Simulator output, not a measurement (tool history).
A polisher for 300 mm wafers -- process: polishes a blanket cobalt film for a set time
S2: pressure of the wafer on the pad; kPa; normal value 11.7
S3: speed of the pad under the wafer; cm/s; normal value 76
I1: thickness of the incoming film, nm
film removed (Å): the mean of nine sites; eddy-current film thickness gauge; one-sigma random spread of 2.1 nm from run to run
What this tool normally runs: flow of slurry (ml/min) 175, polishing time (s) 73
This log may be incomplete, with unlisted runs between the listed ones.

Run 1, hour 0: usual settings; I1 1416.8. Result: film removed (Å) 2763.
Run 2, hour 170.1: usual settings but polishing time (s) 83; I1 1419.8. Result: film removed (Å) 3131.
At hour 205.6: worn pad replaced by a new one.
Run 3, hour 210.8: usual settings but S3 86 cm/s; I1 1430.1. Result: film removed (Å) 3000.
Run 4, hour 267: usual settings; I1 1414.3. Result: film removed (Å) 2580.
At hour 296.5: slurry nozzle cleaned.
At hour 314.4: head pressure recalibrated.
Run 5, hour 324.5: usual settings; I1 1414.7. Result: film removed (Å) 2767.
Run 6, hour 425.6: usual settings; I1 1417.9. Result: film removed (Å) 2766.
Run 7, hour 494.4: usual settings; I1 1416.1. Result: film removed (Å) 2761.
Run 8, hour 597.9: usual settings; I1 1423.4. Result: film removed (Å) 2688.
At hour 616.5: worn pad replaced by a new one.
At hour 664.3: slurry nozzle cleaned.
Run 9, hour 696.8: usual settings; I1 1408.7. Result: film removed (Å) 2783.
Run 10, hour 800.5: usual settings but S3 62 cm/s; I1 1411.9. Result: film removed (Å) 2302.
At hour 971.3: worn pad replaced by a new one.
Run 11, hour 1007.8: usual settings; I1 1429.5. Result: film removed (Å) 2578.
Run 12, hour 1077.8: usual settings; I1 1431.3. Result: film removed (Å) 2433.
At hour 1079.7: slurry nozzle cleaned.
Run 13, hour 1182.5: usual settings but flow of slurry (ml/min) 215, polishing time (s) 80; I1 1400. Result: film removed (Å) 3103.
Run 14, hour 1225.5: usual settings but flow of slurry (ml/min) 225, S2 15.9 kPa, S3 68 cm/s, polishing time (s) 94; I1 1405.5. Result: film removed (Å) 4383.
Run 15, hour 1294.4: usual settings; I1 1409.5. Result: film removed (Å) 2681.
At hour 1363: worn pad replaced by a new one.
At hour 1432.6: head pressure recalibrated.
At hour 1472: slurry nozzle cleaned.
Run 16, hour 1497.6: usual settings but flow of slurry (ml/min) 155, S2 9 kPa, polishing time (s) 66; I1 1394.3. Result: film removed (Å) 1948.
Run 17, hour 1536.3: usual settings but S3 58 cm/s; I1 1401.7. Result: film removed (Å) 2181.
Run 18, hour 1634.4: usual settings but S3 86 cm/s, polishing time (s) 87; I1 1432.4. Result: film removed (Å) 3671.
Run 19, hour 1707.3: usual settings but flow of slurry (ml/min) 145, S2 13.8 kPa, polishing time (s) 90; I1 1415.3. Result: film removed (Å) 3723.
At hour 1774.6: worn pad replaced by a new one.
Run 20, hour 1812.5: usual settings but flow of slurry (ml/min) 225, S2 15.9 kPa, S3 68 cm/s, polishing time (s) 94; I1 1417.6. Result: film removed (Å) 4192.

Below are 5 alternative next runs, each starting from the tool's condition after run 20. Predict each:
Run A, hour 1812.9: usual settings; I1 1421.7. Result: film removed (Å) ?.
Run B, hour 1812.9: usual settings but S2 13.1 kPa; I1 1421.7. Result: film removed (Å) ?.
Run C, hour 1812.9: usual settings but flow of slurry (ml/min) 220, S2 13.1 kPa, S3 90 cm/s; I1 1421.7. Result: film removed (Å) ?.
Run D, hour 1812.9: usual settings but flow of slurry (ml/min) 125, S2 15.2 kPa, S3 84 cm/s, polishing time (s) 91; I1 1421.7. Result: film removed (Å) ?.
Run E, hour 1812.9: usual settings but S3 88 cm/s, polishing time (s) 52; I1 1421.7. Result: film removed (Å) ?.

run  film removed (Å)
  A              2580
  B              2853
  C              3494
  D              4019
  E              2096
What these runs would have given with no unlogged condition in the tool:
run  film removed (Å)
  A              2807
  B              3105
  C              3736
  D              4524
  E              2281
